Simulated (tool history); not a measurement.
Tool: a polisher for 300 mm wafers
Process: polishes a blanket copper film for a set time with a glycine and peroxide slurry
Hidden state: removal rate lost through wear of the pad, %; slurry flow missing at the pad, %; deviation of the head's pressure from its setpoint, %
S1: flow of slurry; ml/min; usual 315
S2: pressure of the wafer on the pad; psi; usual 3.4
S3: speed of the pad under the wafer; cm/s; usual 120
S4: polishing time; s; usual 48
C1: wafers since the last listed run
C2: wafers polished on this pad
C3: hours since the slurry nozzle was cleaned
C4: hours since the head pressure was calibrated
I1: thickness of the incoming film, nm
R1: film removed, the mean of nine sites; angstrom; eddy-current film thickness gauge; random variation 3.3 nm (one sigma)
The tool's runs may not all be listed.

run,day,S1,S2,S3,S4,C1,C2,C3,C4,I1,R1
1,0,315,3.4,120,48,0,345,623.7,796,2237.8,3379
2,0.346,315,3.4,120,48,73,418,632,804.3,2214.6,3286
3,0.958,315,3.4,120,48,129,547,646.7,819,2187.1,3293
# day 1.346: worn pad replaced by a new one
4,1.392,335,3.4,120,35,56,9,657.1,829.4,2239.5,2501
5,1.812,335,3.4,120,35,89,98,667.2,839.5,2226.5,2499
6,2.329,355,3.4,120,48,109,208,679.6,851.9,2178.9,3453
7,2.95,355,3.4,120,48,131,339,694.5,866.8,2196.3,3389
# day 3.5: head pressure recalibrated
# day 3.912: worn pad replaced by a new one
8,5.158,355,3.4,120,48,414,263,747.5,39.8,2198.4,3381
9,5.458,315,3.4,120,43,63,326,754.7,47,2172.3,2996
10,5.883,425,3.4,134,35,89,416,764.9,57.2,2224.6,2729
# day 6.2: slurry nozzle cleaned
11,6.275,315,3,104,48,74,490,1.8,66.6,2188.1,2651
# day 6.858: worn pad replaced by a new one
12,6.908,245,3.4,140,35,98,10,17,81.8,2172.8,2796
13,7.396,315,4.3,120,34,103,113,28.7,93.5,2197.1,2950
14,7.783,205,3,86,48,82,195,38,102.8,2232.1,2137
15,8.188,315,3.4,120,48,85,281,47.7,112.5,2208.3,3373
16,8.838,315,3.4,120,48,137,418,63.3,128.1,2217.5,3329

Forecast each of these 4 alternatives for the next run:
A,8.854,315,3.4,120,37,3,422,63.7,128.5,2202.3,?
B,8.854,400,2.4,120,55,3,422,63.7,128.5,2202.3,?
C,8.854,265,4.1,120,42,3,422,63.7,128.5,2202.3,?
D,8.854,360,2.4,98,40,3,422,63.7,128.5,2202.3,?

run,R1
A,2505
B,2823
C,3295
D,1727
Without the tool's hidden state the same runs would have given:
run,R1
A,2609
B,2940
C,3431
D,1798
